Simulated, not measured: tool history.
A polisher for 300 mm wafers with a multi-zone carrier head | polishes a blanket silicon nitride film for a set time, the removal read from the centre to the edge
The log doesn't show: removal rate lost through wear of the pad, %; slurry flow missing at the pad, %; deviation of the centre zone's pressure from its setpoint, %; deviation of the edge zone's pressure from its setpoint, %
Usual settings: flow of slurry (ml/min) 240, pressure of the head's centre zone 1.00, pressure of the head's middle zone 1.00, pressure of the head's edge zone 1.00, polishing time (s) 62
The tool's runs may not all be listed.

run   hour  flow of slurry (ml/min)  pressure of the head's centre zone  pressure of the head's middle zone  pressure of the head's edge zone  polishing time (s)  wafers since the last listed run  wafers polished on this pad  hours since the slurry nozzle was cleaned  hours since the centre zone pressure was calibrated  hours since the edge zone pressure was calibrated  hours since the carrier head's membrane was replaced  incoming thickness of the incoming film, nm  film removed at the wafer's centre (Å)  film removed at mid-radius (Å)  film removed at the wafer's edge (Å)
  1    0.0                      240                                1.00                                1.00                              1.00                  62                                 0                           71                                      419.1                                               1516.8                                             1118.9                                                 859.0                                        382.3                                    1229                            1244                                  1233
  2    6.4                      240                                1.00                                0.91                              1.00                  62                                63                          135                                      425.5                                               1523.2                                             1125.3                                                 865.4                                        385.8                                    1224                            1137                                  1234
  3   22.6                      240                                1.00                                0.91                              1.00                  62                               159                          294                                      441.7                                               1539.4                                             1141.5                                                 881.6                                        378.4                                    1231                            1138                                  1214
  4   29.6                      240                                1.00                                0.91                              1.00                  62                                69                          363                                      448.7                                               1546.4                                             1148.5                                                 888.6                                        376.1                                    1248                            1139                                  1266
  5   37.1                      240                                1.00                                1.00                              1.00                  62                                73                          437                                      456.2                                               1553.9                                             1156.0                                                 896.1                                        384.2                                    1225                            1230                                  1215
  6   49.7                      240                                1.00                                1.05                              1.00                  62                               124                          562                                      468.8                                               1566.5                                             1168.6                                                 908.7                                        382.6                                    1243                            1294                                  1224
  7   62.6                      240                                1.00                                1.00                              0.95                  62                               127                          689                                      481.7                                               1579.4                                             1181.5                                                 921.6                                        386.5                                    1224                            1220                                  1223
  8   70.6                      240                                1.00                                1.00                              0.95                  62                                78                          768                                      489.7                                               1587.4                                             1189.5                                                 929.6                                        379.0                                    1219                            1236                                  1203
  9   83.6                      240                                1.00                                1.00                              1.00                  62                               128                          896                                      502.7                                               1600.4                                             1202.5                                                 942.6                                        384.8                                    1236                            1237                                  1268
      95.9  -- centre zone pressure recalibrated
 10   98.3                      240                                1.00                                1.00                              1.00                  62                               125                         1021                                      517.4                                                  2.4                                             1217.2                                                 957.3                                        384.8                                    1243                            1229                                  1231
 11  107.9                      165                                1.00                                1.07                              0.93                  51                                94                         1116                                      527.0                                                 12.0                                             1226.8                                                 966.9                                        380.1                                     966                            1035                                   942
     119.8  -- edge zone pressure recalibrated
     120.7  -- slurry nozzle cleaned
 12  121.2                      240                                1.00                                1.00                              1.00                  62                               102                         1218                                        0.5                                                 25.3                                                1.4                                                 980.2                                        382.4                                    1232                            1248                                  1243
 13  130.7                      310                                1.00                                1.00                              0.93                  44                                93                         1312                                       10.0                                                 34.8                                               10.9                                                 989.7                                        377.5                                     899                             905                                   888
     143.5  -- worn pad replaced by a new one
 14  144.0                      240                                1.00                                1.00                              1.11                  75                                91                            5                                       23.3                                                 48.1                                               24.2                                                1003.0                                        380.8                                    1485                            1488                                  1546
 15  158.5                      285                                1.00                                1.04                              1.00                  54                               142                          148                                       37.8                                                 62.6                                               38.7                                                1017.5                                        383.8                                    1103                            1138                                  1075
 16  203.8                      240                                1.00                                1.10                              1.00                  43                               446                          594                                       83.1                                                107.9                                               84.0                                                1062.8                                        383.6                                     846                             921                                   824
     211.2  -- carrier head's membrane replaced by a new one
 17  216.3                      300                                1.00                                1.05                              1.00                  62                                73                          668                                       95.6                                                120.4                                               96.5                                                   5.1                                        386.8                                    1272                            1291                                  1257
 18  229.1                      240                                1.00                                1.00                              1.00                  62                               126                          795                                      108.4                                                133.2                                              109.3                                                  17.9                                        384.6                                    1241                            1222                                  1228
 19  246.7                      240                                1.00                                0.90                              0.94                  62                               173                          968                                      126.0                                                150.8                                              126.9                                                  35.5                                        378.2                                    1236                            1115                                  1230
 20  252.8                      240                                0.91                                1.00                              1.00                  62                                60                         1028                                      132.1                                                156.9                                              133.0                                                  41.6                                        381.0                                    1134                            1246                                  1241
     271.9  -- worn pad replaced by a new one
 21  295.8                      240                                1.00                                1.00                              1.00                  62                               384                          235                                      175.1                                                199.9                                              176.0                                                  84.6                                        377.9                                    1215                            1239                                  1226
 22  313.1                      240                                0.92                                1.07                              0.89                  62                               170                          405                                      192.4                                                217.2                                              193.3                                                 101.9                                        382.6                                    1126                            1325                                  1188
 23  325.7                      185                                1.12                                1.00                              1.00                  62                               124                          530                                      205.0                                                229.8                                              205.9                                                 114.5                                        383.1                                    1349                            1205                                  1210

3 ways to go on from here, each from the tool as it stands after run 23. What would each give?
  A  326.1                      290                                1.00                                1.00                              1.00                  62                                 3                          534                                      205.4                                                230.2                                              206.3                                                 114.9                                        376.9                                       ?                               ?                                     ?
  B  326.1                      240                                0.91                                1.00                              0.95                  50                                 3                          534                                      205.4                                                230.2                                              206.3                                                 114.9                                        376.9                                       ?                               ?                                     ?
  C  326.1                      240                                1.00                                1.11                              0.94                  70                                 3                          534                                      205.4                                                230.2                                              206.3                                                 114.9                                        376.9                                       ?                               ?                                     ?

run  film removed at the wafer's centre (Å)  film removed at mid-radius (Å)  film removed at the wafer's edge (Å)
  A                                    1244                            1239                                  1256
  B                                     897                             985                                   981
  C                                    1382                            1506                                  1366
Without the tool's hidden state the same runs would have given:
run  film removed at the wafer's centre (Å)  film removed at mid-radius (Å)  film removed at the wafer's edge (Å)
  A                                    1244                            1239                                  1256
  B                                     897                             985                                   981
  C                                    1382                            1506                                  1366
